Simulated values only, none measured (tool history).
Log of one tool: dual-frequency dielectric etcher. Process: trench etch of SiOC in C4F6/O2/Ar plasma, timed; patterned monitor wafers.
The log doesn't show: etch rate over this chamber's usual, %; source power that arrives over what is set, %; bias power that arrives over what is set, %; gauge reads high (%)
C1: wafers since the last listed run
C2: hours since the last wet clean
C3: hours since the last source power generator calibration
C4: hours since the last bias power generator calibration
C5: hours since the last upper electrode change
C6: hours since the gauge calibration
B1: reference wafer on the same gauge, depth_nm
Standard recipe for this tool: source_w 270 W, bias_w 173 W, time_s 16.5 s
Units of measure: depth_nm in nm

run 1 hour=0.0 | source_w=270 bias_w=173 time_s=16.5 | C1=0 C2=193.7 C3=3880.4 C4=3587.3 C5=2115.7 C6=785.0 | B1=31.13 | depth_nm=33.24
run 2 hour=33.2 | source_w=270 bias_w=173 time_s=16.5 | C1=511 C2=226.9 C3=3913.6 C4=3620.5 C5=2148.9 C6=818.2 | B1=31.11 | depth_nm=33.29
run 3 hour=63.6 | source_w=270 bias_w=194 time_s=16.5 | C1=468 C2=257.3 C3=3944.0 C4=3650.9 C5=2179.3 C6=848.6 | B1=31.04 | depth_nm=34.32
run 4 hour=101.5 | source_w=270 bias_w=194 time_s=16.5 | C1=583 C2=295.2 C3=3981.9 C4=3688.8 C5=2217.2 C6=886.5 | B1=31.13 | depth_nm=34.38
run 5 hour=165.9 | source_w=270 bias_w=173 time_s=18.0 | C1=991 C2=359.6 C3=4046.3 C4=3753.2 C5=2281.6 C6=950.9 | B1=31.12 | depth_nm=36.08
run 6 hour=217.5 | source_w=270 bias_w=173 time_s=13.0 | C1=794 C2=411.2 C3=4097.9 C4=3804.8 C5=2333.2 C6=1002.5 | B1=31.04 | depth_nm=25.77
run 7 hour=285.2 | source_w=270 bias_w=173 time_s=13.0 | C1=1042 C2=478.9 C3=4165.6 C4=3872.5 C5=2400.9 C6=1070.2 | B1=31.05 | depth_nm=25.57
-- hour=322.1 bias power generator calibrated
-- hour=354.7 upper electrode replaced
run 8 hour=355.2 | source_w=270 bias_w=207 time_s=16.5 | C1=646 C2=548.9 C3=4235.6 C4=33.1 C5=0.5 C6=1140.2 | B1=31.12 | depth_nm=34.22
run 9 hour=398.8 | source_w=270 bias_w=207 time_s=16.5 | C1=671 C2=592.5 C3=4279.2 C4=76.7 C5=44.1 C6=1183.8 | B1=31.15 | depth_nm=34.37
-- hour=439.2 wet clean of the chamber
run 10 hour=458.8 | source_w=270 bias_w=207 time_s=16.5 | C1=554 C2=19.6 C3=4339.2 C4=136.7 C5=104.1 C6=1243.8 | B1=31.14 | depth_nm=35.53
run 11 hour=530.1 | source_w=270 bias_w=173 time_s=16.5 | C1=1098 C2=90.9 C3=4410.5 C4=208.0 C5=175.4 C6=1315.1 | B1=31.13 | depth_nm=33.68
run 12 hour=583.6 | source_w=270 bias_w=173 time_s=16.5 | C1=823 C2=144.4 C3=4464.0 C4=261.5 C5=228.9 C6=1368.6 | B1=31.11 | depth_nm=33.44
run 13 hour=628.6 | source_w=270 bias_w=173 time_s=16.5 | C1=693 C2=189.4 C3=4509.0 C4=306.5 C5=273.9 C6=1413.6 | B1=31.08 | depth_nm=33.16
run 14 hour=657.8 | source_w=310 bias_w=135 time_s=21.5 | C1=449 C2=218.6 C3=4538.2 C4=335.7 C5=303.1 C6=1442.8 | B1=31.08 | depth_nm=42.20
-- hour=705.0 source power generator calibrated
-- hour=791.2 gauge calibrated
run 15 hour=812.1 | source_w=310 bias_w=151 time_s=21.0 | C1=2314 C2=372.9 C3=107.1 C4=490.0 C5=457.4 C6=20.9 | B1=31.07 | depth_nm=42.86
run 16 hour=844.1 | source_w=270 bias_w=173 time_s=16.5 | C1=492 C2=404.9 C3=139.1 C4=522.0 C5=489.4 C6=52.9 | B1=31.06 | depth_nm=32.97
run 17 hour=880.5 | source_w=270 bias_w=144 time_s=14.5 | C1=560 C2=441.3 C3=175.5 C4=558.4 C5=525.8 C6=89.3 | B1=31.06 | depth_nm=27.36
run 18 hour=922.2 | source_w=210 bias_w=202 time_s=19.0 | C1=642 C2=483.0 C3=217.2 C4=600.1 C5=567.5 C6=131.0 | B1=31.00 | depth_nm=36.58
run 19 hour=973.6 | source_w=230 bias_w=201 time_s=18.5 | C1=791 C2=534.4 C3=268.6 C4=651.5 C5=618.9 C6=182.4 | B1=31.13 | depth_nm=36.33
-- hour=1000.0 wet clean of the chamber
run 20 hour=1010.3 | source_w=270 bias_w=173 time_s=16.5 | C1=195 C2=10.3 C3=305.3 C4=688.2 C5=655.6 C6=219.1 | B1=31.10 | depth_nm=33.74
run 21 hour=1036.5 | source_w=210 bias_w=173 time_s=13.5 | C1=403 C2=36.5 C3=331.5 C4=714.4 C5=681.8 C6=245.3 | B1=31.07 | depth_nm=25.10
run 22 hour=1076.6 | source_w=200 bias_w=137 time_s=14.0 | C1=617 C2=76.6 C3=371.6 C4=754.5 C5=721.9 C6=285.4 | B1=31.13 | depth_nm=23.70
run 23 hour=1124.0 | source_w=210 bias_w=204 time_s=16.5 | C1=730 C2=124.0 C3=419.0 C4=801.9 C5=769.3 C6=332.8 | B1=31.12 | depth_nm=32.08
run 24 hour=1192.3 | source_w=310 bias_w=145 time_s=20.0 | C1=1051 C2=192.3 C3=487.3 C4=870.2 C5=837.6 C6=401.1 | B1=31.10 | depth_nm=40.61
run 25 hour=1257.8 | source_w=210 bias_w=196 time_s=20.0 | C1=1008 C2=257.8 C3=552.8 C4=935.7 C5=903.1 C6=466.6 | B1=31.07 | depth_nm=38.61

Run 26, settings as shown, results not yet in. Your forecast:
run 26 hour=1301.3 | source_w=270 bias_w=149 time_s=16.5 | C1=669 C2=301.3 C3=596.3 C4=979.2 C5=946.6 C6=510.1 | B1=? | depth_nm=?

B1: 31.11
depth_nm: 31.61 nm
Minus the tool's unlogged condition, the same run would have read depth_nm 31.80 nm.
